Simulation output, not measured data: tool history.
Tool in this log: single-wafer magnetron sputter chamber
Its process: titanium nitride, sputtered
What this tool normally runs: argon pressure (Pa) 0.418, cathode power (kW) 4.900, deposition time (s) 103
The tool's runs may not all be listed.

run	hour	argon pressure (Pa)	cathode power (kW)	deposition time (s)	wafers since the last listed run	wafers on the sputter target	hours since the last manometer calibration	hours since the magnet pack was replaced	hours since the gauge calibration	read-back reference wafer on the same gauge, thickness_nm	mean film thickness on the monitor wafer (nm)
1	0.0	0.418	4.900	103	0	7180	2841.7	7294.4	169.0	83.308	102.125
2	30.9	0.418	4.900	103	310	7491	2872.6	7325.3	199.9	83.194	101.314
# hour 40.7: gauge calibrated
3	51.3	0.418	4.900	103	204	7695	2893.0	7345.7	10.6	83.737	101.344
4	107.0	0.418	4.900	103	559	8255	2948.7	7401.4	66.3	83.432	101.427
5	123.5	0.516	4.900	103	165	8420	2965.2	7417.9	82.8	83.287	98.005
6	140.1	0.516	4.900	103	166	8587	2981.8	7434.5	99.4	83.199	97.983
7	155.1	0.516	4.900	103	150	8738	2996.8	7449.5	114.4	83.253	97.908
# hour 189.9: sputter target and shields replaced
# hour 196.4: magnet pack replaced
8	196.9	0.418	4.900	103	273	5	3038.6	0.5	156.2	83.136	101.319
9	202.3	0.418	4.900	103	54	59	3044.0	5.9	161.6	83.274	101.329
10	235.8	0.418	4.900	103	336	395	3077.5	39.4	195.1	83.224	101.021
11	259.2	0.516	4.900	103	234	630	3100.9	62.8	218.5	83.067	98.086
12	275.7	0.290	4.350	103	165	796	3117.4	79.3	235.0	83.030	95.785
# hour 287.8: gauge calibrated
13	291.9	0.256	4.900	85	162	959	3133.6	95.5	4.1	83.870	89.572
# hour 308.0: capacitance manometer re-zeroed and calibrated
14	311.5	0.550	4.900	113	116	1075	3.5	115.1	23.7	83.718	106.697
15	339.4	0.365	4.200	121	280	1355	31.4	143.0	51.6	83.528	106.780
16	357.3	0.418	3.850	103	179	1535	49.3	160.9	69.5	83.518	83.609
17	373.1	0.418	5.700	103	158	1694	65.1	176.7	85.3	83.397	115.425
18	396.6	0.317	4.900	93	235	1930	88.6	200.2	108.8	83.272	95.204
19	446.3	0.316	4.050	103	498	2428	138.3	249.9	158.5	83.172	90.163
20	478.7	0.418	4.900	103	325	2754	170.7	282.3	190.9	83.162	100.959

What if the next run were any one of these 5? Each begins from the tool's condition after run 20:
A	479.1	0.418	4.900	92	4	2758	171.1	282.7	191.3	?	?
B	479.1	0.418	4.900	114	4	2758	171.1	282.7	191.3	?	?
C	479.1	0.550	4.100	109	4	2758	171.1	282.7	191.3	?	?
D	479.1	0.514	6.100	87	4	2758	171.1	282.7	191.3	?	?
E	479.1	0.304	4.450	95	4	2758	171.1	282.7	191.3	?	?

run	read-back reference wafer on the same gauge, thickness_nm	mean film thickness on the monitor wafer (nm)
A	83.186	90.294
B	83.186	111.887
C	83.186	88.237
D	83.186	99.417
E	83.186	89.664
Without the tool's hidden state the same runs would have given:
run	mean film thickness on the monitor wafer (nm)
A	91.170
B	112.972
C	89.093
D	100.382
E	90.534

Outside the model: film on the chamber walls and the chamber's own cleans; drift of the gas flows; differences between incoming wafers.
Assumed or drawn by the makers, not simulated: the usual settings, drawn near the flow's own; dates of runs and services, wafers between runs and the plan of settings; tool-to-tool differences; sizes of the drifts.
